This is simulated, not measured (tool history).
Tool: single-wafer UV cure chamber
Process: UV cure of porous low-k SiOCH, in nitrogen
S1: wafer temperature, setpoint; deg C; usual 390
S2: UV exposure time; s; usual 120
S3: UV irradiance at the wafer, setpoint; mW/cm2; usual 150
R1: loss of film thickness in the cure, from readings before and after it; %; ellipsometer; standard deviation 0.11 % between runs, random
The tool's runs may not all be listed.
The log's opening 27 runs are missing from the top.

Run 28, day 25.358: usual settings but S2 180 s, S3 123 mW/cm2. Result: R1 12.753 %.
Run 29, day 25.933: usual settings but S1 397 deg C, S2 145 s. Result: R1 12.887 %.
Run 30, day 26.662: usual settings but S1 406 deg C, S2 100 s. Result: R1 11.353 %.
Run 31, day 27.542: usual settings. Result: R1 11.761 %.
Run 32, day 28.896: usual settings but S1 405 deg C, S3 170 mW/cm2. Result: R1 12.681 %.
Run 33, day 29.467: usual settings but S1 409 deg C, S2 170 s, S3 128 mW/cm2. Result: R1 13.051 %.
Run 34, day 30.250: usual settings. Result: R1 11.765 %.
Run 35, day 31.475: usual settings but S2 95 s, S3 163 mW/cm2. Result: R1 11.102 %.
Run 36, day 32.529: usual settings but S2 145 s, S3 184 mW/cm2. Result: R1 13.547 %.
Run 37, day 33.850: usual settings. Result: R1 11.770 %.
Run 38, day 34.971: usual settings but S1 373 deg C, S3 139 mW/cm2. Result: R1 11.397 %.
Run 39, day 38.588: usual settings. Result: R1 11.897 %.
Run 40, day 40.042: usual settings. Result: R1 11.768 %.

Consider 5 possible next runs. They are alternatives, not a sequence: every one starts from the tool as it was left by run 40. What does each give?
Run A, day 40.058: usual settings. Result: R1 ?.
Run B, day 40.058: usual settings but S1 402 deg C, S2 180 s. Result: R1 ?.
Run C, day 40.058: usual settings but S1 409 deg C, S2 175 s, S3 166 mW/cm2. Result: R1 ?.
Run D, day 40.058: usual settings but S1 370 deg C, S2 175 s, S3 175 mW/cm2. Result: R1 ?.
Run E, day 40.058: usual settings but S1 399 deg C, S3 168 mW/cm2. Result: R1 ?.

run      R1
  A  11.638
  B  13.823
  C  14.318
  D  13.812
  E  12.344
Had the tool no hidden state, the same runs would have come out as:
run      R1
  A  11.638
  B  13.823
  C  14.318
  D  13.812
  E  12.344
